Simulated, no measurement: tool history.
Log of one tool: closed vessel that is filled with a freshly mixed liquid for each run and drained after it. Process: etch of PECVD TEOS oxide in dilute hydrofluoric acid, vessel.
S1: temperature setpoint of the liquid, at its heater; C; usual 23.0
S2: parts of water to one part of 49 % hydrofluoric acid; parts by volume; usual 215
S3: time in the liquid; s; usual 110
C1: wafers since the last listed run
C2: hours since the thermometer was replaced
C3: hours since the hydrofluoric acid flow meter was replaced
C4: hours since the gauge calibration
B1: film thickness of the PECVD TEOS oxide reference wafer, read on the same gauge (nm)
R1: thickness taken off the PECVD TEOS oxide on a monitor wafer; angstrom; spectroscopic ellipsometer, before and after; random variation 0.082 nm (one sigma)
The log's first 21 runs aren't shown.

run 22 hour=625.9 | S1=23.0 S2=215 S3=110 | C1=2341 C2=300.0 C3=203.6 C4=229.5 | B1=30.00 | R1=97.8
run 23 hour=654.8 | S1=23.0 S2=110 S3=60 | C1=2993 C2=328.9 C3=232.5 C4=258.4 | B1=29.99 | R1=116.3
run 24 hour=674.1 | S1=28.0 S2=115 S3=110 | C1=1999 C2=348.2 C3=251.8 C4=277.7 | B1=30.01 | R1=249.0
run 25 hour=702.1 | S1=23.0 S2=215 S3=170 | C1=2900 C2=376.2 C3=279.8 C4=305.7 | B1=29.99 | R1=148.8
run 26 hour=732.3 | S1=26.0 S2=120 S3=110 | C1=3128 C2=406.4 C3=310.0 C4=335.9 | B1=29.99 | R1=214.8
run 27 hour=760.1 | S1=23.0 S2=215 S3=130 | C1=2880 C2=434.2 C3=337.8 C4=363.7 | B1=30.00 | R1=115.0
run 28 hour=791.8 | S1=23.0 S2=215 S3=110 | C1=3284 C2=465.9 C3=369.5 C4=395.4 | B1=30.00 | R1=96.1
run 29 hour=823.5 | S1=19.5 S2=215 S3=175 | C1=3284 C2=497.6 C3=401.2 C4=427.1 | B1=30.01 | R1=133.1
run 30 hour=853.2 | S1=21.0 S2=125 S3=170 | C1=3076 C2=527.3 C3=430.9 C4=456.8 | B1=30.00 | R1=258.8
run 31 hour=885.9 | S1=19.0 S2=170 S3=65 | C1=3387 C2=560.0 C3=463.6 C4=489.5 | B1=29.98 | R1=64.3
run 32 hour=916.8 | S1=18.5 S2=130 S3=110 | C1=3201 C2=590.9 C3=494.5 C4=520.4 | B1=29.99 | R1=141.4
run 33 hour=949.7 | S1=25.5 S2=130 S3=75 | C1=3408 C2=623.8 C3=527.4 C4=553.3 | B1=29.99 | R1=128.3

Forecast each of these 4 alternatives for the next run:
run A hour=950.4 | S1=23.0 S2=215 S3=110 | C1=72 C2=624.5 C3=528.1 C4=554.0 | B1=? | R1=?
run B hour=950.4 | S1=20.0 S2=110 S3=150 | C1=72 C2=624.5 C3=528.1 C4=554.0 | B1=? | R1=?
run C hour=950.4 | S1=25.0 S2=300 S3=110 | C1=72 C2=624.5 C3=528.1 C4=554.0 | B1=? | R1=?
run D hour=950.4 | S1=23.0 S2=180 S3=110 | C1=72 C2=624.5 C3=528.1 C4=554.0 | B1=? | R1=?

run=A B1=30.00 R1=95.1
run=B B1=30.00 R1=250.7
run=C B1=30.00 R1=67.5
run=D B1=30.00 R1=117.7
Without the tool's hidden state the same runs would have given:
run=A R1=101.2
run=B R1=268.5
run=C R1=71.5
run=D R1=125.5
